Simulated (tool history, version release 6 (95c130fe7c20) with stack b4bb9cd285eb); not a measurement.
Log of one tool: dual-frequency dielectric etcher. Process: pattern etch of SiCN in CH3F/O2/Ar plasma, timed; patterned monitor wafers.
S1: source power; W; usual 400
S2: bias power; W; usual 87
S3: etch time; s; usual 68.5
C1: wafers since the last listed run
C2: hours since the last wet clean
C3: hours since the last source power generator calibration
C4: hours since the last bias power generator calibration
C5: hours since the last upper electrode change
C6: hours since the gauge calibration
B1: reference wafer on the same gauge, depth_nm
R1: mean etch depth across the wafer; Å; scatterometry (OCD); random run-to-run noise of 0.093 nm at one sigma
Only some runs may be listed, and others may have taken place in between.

| run | hour | S1 | S2 | S3 | C1 | C2 | C3 | C4 | C5 | C6 | B1 | R1 |
|---|---|---|---|---|---|---|---|---|---|---|---|---|
| 1 | 0 | 400 | 87 | 68.5 | 0 | 59.9 | 2544.3 | 594.6 | 2776.4 | 284.7 | 29.99 | 251.2 |
| 2 | 43.3 | 440 | 87 | 68.5 | 726 | 103.2 | 2587.6 | 637.9 | 2819.7 | 328 | 30.02 | 258.1 |
| 3 | 76.7 | 440 | 87 | 68.5 | 560 | 136.6 | 2621 | 671.3 | 2853.1 | 361.4 | 30 | 256.2 |
| 4 | 103.4 | 440 | 87 | 68.5 | 448 | 163.3 | 2647.7 | 698 | 2879.8 | 388.1 | 30 | 259 |
| 5 | 142.4 | 400 | 87 | 58 | 654 | 202.3 | 2686.7 | 737 | 2918.8 | 427.1 | 30.03 | 216.4 |
| 6 | 170.6 | 400 | 87 | 76 | 473 | 230.5 | 2714.9 | 765.2 | 2947 | 455.3 | 30 | 282.7 |
| 7 | 204 | 400 | 87 | 76 | 560 | 263.9 | 2748.3 | 798.6 | 2980.4 | 488.7 | 29.97 | 283.2 |
| 8 | 271 | 400 | 87 | 68.5 | 1124 | 330.9 | 2815.3 | 865.6 | 3047.4 | 555.7 | 29.97 | 257 |
| 9 | 304.6 | 400 | 87 | 68.5 | 564 | 364.5 | 2848.9 | 899.2 | 3081 | 589.3 | 29.97 | 255.5 |
| 10 | 350.3 | 400 | 87 | 68.5 | 767 | 410.2 | 2894.6 | 944.9 | 3126.7 | 635 | 29.95 | 258.1 |
| 11 | 379.7 | 440 | 87 | 68.5 | 493 | 439.6 | 2924 | 974.3 | 3156.1 | 664.4 | 29.99 | 264.4 |
|  | 416 | wet clean of the chamber |
| 12 | 431.4 | 400 | 99 | 68.5 | 464 | 15.4 | 2975.7 | 1026 | 3207.8 | 716.1 | 30.02 | 267.1 |
| 13 | 488 | 400 | 101 | 68.5 | 950 | 72 | 3032.3 | 1082.6 | 3264.4 | 772.7 | 30.02 | 267.8 |
| 14 | 531.6 | 430 | 87 | 68.5 | 731 | 115.6 | 3075.9 | 1126.2 | 3308 | 816.3 | 30.03 | 256.2 |
| 15 | 560.5 | 370 | 87 | 53 | 485 | 144.5 | 3104.8 | 1155.1 | 3336.9 | 845.2 | 30.04 | 192 |
| 16 | 615 | 400 | 67 | 68.5 | 914 | 199 | 3159.3 | 1209.6 | 3391.4 | 899.7 | 30.03 | 230.5 |
| 17 | 667 | 430 | 67 | 74 | 872 | 251 | 3211.3 | 1261.6 | 3443.4 | 951.7 | 30.05 | 254.2 |
|  | 816.2 | bias power generator calibrated |
| 18 | 816.7 | 400 | 87 | 68.5 | 2445 | 400.7 | 3361 | 0.5 | 3593.1 | 1101.4 | 29.99 | 260 |
|  | 863.9 | upper electrode replaced |
|  | 892.3 | wet clean of the chamber |
| 19 | 933.1 | 400 | 66 | 51 | 1148 | 40.8 | 3477.4 | 116.9 | 69.2 | 1217.8 | 30.03 | 171 |
|  | 988.3 | source power generator calibrated |
| 20 | 1001.5 | 450 | 103 | 51.5 | 1081 | 109.2 | 13.2 | 185.3 | 137.6 | 1286.2 | 30 | 210 |
|  | 1004.9 | gauge calibrated |
| 21 | 1031.2 | 400 | 87 | 68.5 | 498 | 138.9 | 42.9 | 215 | 167.3 | 26.3 | 30.01 | 254.8 |
| 22 | 1074.1 | 340 | 103 | 83 | 720 | 181.8 | 85.8 | 257.9 | 210.2 | 69.2 | 29.97 | 320.9 |
| 23 | 1142.9 | 400 | 87 | 68.5 | 1154 | 250.6 | 154.6 | 326.7 | 279 | 138 | 30.04 | 257.5 |
| 24 | 1186 | 340 | 87 | 78.5 | 723 | 293.7 | 197.7 | 369.8 | 322.1 | 181.1 | 29.96 | 283.8 |
| 25 | 1224.4 | 400 | 87 | 68.5 | 644 | 332.1 | 236.1 | 408.2 | 360.5 | 219.5 | 29.97 | 257 |
| 26 | 1275.7 | 400 | 87 | 87.5 | 861 | 383.4 | 287.4 | 459.5 | 411.8 | 270.8 | 29.99 | 329.1 |
| 27 | 1328.2 | 400 | 87 | 50.5 | 881 | 435.9 | 339.9 | 512 | 464.3 | 323.3 | 30.03 | 191.1 |
|  | 1374.6 | wet clean of the chamber |
| 28 | 1375.1 | 440 | 79 | 50 | 384 | 0.5 | 386.8 | 558.9 | 511.2 | 370.2 | 30.01 | 180.5 |
| 29 | 1394.7 | 400 | 75 | 68.5 | 329 | 20.1 | 406.4 | 578.5 | 530.8 | 389.8 | 30.01 | 239.6 |

Run-by-run hidden state of the tool:
source power that arrives over what is set, %: 0 at every run
bias power that arrives over what is set, %: 0 at every run
gauge reads high (%): 0 at every run
H1: etch rate over this chamber's usual, %
| run | H1 |
|---|---|
| 1 | 0.0347 |
| 2 | 0.326 |
| 3 | 0.55 |
| 4 | 0.729 |
| 5 | 0.991 |
| 6 | 1.18 |
| 7 | 1.4 |
| 8 | 1.85 |
| 9 | 2.08 |
| 10 | 2.39 |
| 11 | 2.58 |
| 12 | 0.026 |
| 13 | 0.406 |
| 14 | 0.699 |
| 15 | 0.893 |
| 16 | 1.26 |
| 17 | 1.61 |
| 18 | 2.61 |
| 19 | 0.602 |
| 20 | 1.06 |
| 21 | 1.26 |
| 22 | 1.55 |
| 23 | 2.01 |
| 24 | 2.3 |
| 25 | 2.56 |
| 26 | 2.9 |
| 27 | 3.25 |
| 28 | 0.139 |
| 29 | 0.271 |
